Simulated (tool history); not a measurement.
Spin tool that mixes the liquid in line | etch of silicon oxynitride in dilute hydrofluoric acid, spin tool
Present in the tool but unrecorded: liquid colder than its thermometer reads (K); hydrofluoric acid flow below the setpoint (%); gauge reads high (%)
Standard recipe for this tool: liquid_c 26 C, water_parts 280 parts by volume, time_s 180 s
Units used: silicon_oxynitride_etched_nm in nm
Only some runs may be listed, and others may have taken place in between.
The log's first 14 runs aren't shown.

run	hour	liquid_c	water_parts	time_s	wafers since the last listed run	hours since the thermometer was replaced	hours since the hydrofluoric acid flow meter was replaced	hours since the gauge calibration	read-back film thickness of the silicon oxynitride reference wafer, read on the same gauge (nm)	silicon_oxynitride_etched_nm
15	270.7	26	280	210	149	1332.8	66.2	630.6	90.008	2.621
16	323	29	280	180	220	1385.1	118.5	682.9	90.01	2.535
17	336.9	26	280	90	58	1399	132.4	696.8	90.003	1.124
18	351	29.5	280	95	59	1413.1	146.5	710.9	90.009	1.375
19	384.4	28	210	180	140	1446.5	179.9	744.3	89.988	3.449
20	410.7	26	150	180	110	1472.8	206.2	770.6	90.039	4.599
21	431.5	29.5	280	135	87	1493.6	227	791.4	90.029	1.947
22	465.9	30	165	255	144	1528	261.4	825.8	89.977	6.981
23	479.3	27.5	150	135	56	1541.4	274.8	839.2	90.014	3.733
# hour 490.4: thermometer replaced
24	511.6	26	280	180	131	21.2	307.1	871.5	90.019	2.111
25	545	26	280	95	140	54.6	340.5	904.9	90.008	1.136
# hour 545.8: gauge calibrated
26	580	27.5	215	180	147	89.6	375.5	34.2	89.977	3.097
27	609	26	195	180	122	118.6	404.5	63.2	89.961	3.254
28	627.4	26	280	180	77	137	422.9	81.6	90.011	2.162
# hour 631.9: thermometer replaced, repeated, since the last time left the tool worse
29	651.2	29.5	170	215	96	19.3	446.7	105.4	90.042	6.026
30	682.8	26	280	180	133	50.9	478.3	137	90.007	2.37
31	712.5	31	140	220	125	80.6	508	166.7	90.022	8.152
# hour 717.4: hydrofluoric acid flow meter replaced
32	738.4	26	280	180	104	106.5	21	192.6	89.986	2.391
33	773.5	30	140	100	147	141.6	56.1	227.7	89.992	3.564

Each row is a separate what-if for the run after 33, all from the same tool condition, not one after another. Results?
A	774	23	280	180	2	142.1	56.6	228.2	?	?
B	774	26	405	180	2	142.1	56.6	228.2	?	?
C	774	26	205	180	2	142.1	56.6	228.2	?	?
D	774	24.5	150	180	2	142.1	56.6	228.2	?	?

run	read-back film thickness of the silicon oxynitride reference wafer, read on the same gauge (nm)	silicon_oxynitride_etched_nm
A	89.989	2.09
B	89.989	1.506
C	89.989	3.434
D	89.989	4.585
With the hidden condition removed and each run's random variation left untouched, the same runs would have given:
run	silicon_oxynitride_etched_nm
A	2.113
B	1.521
C	3.472
D	4.638
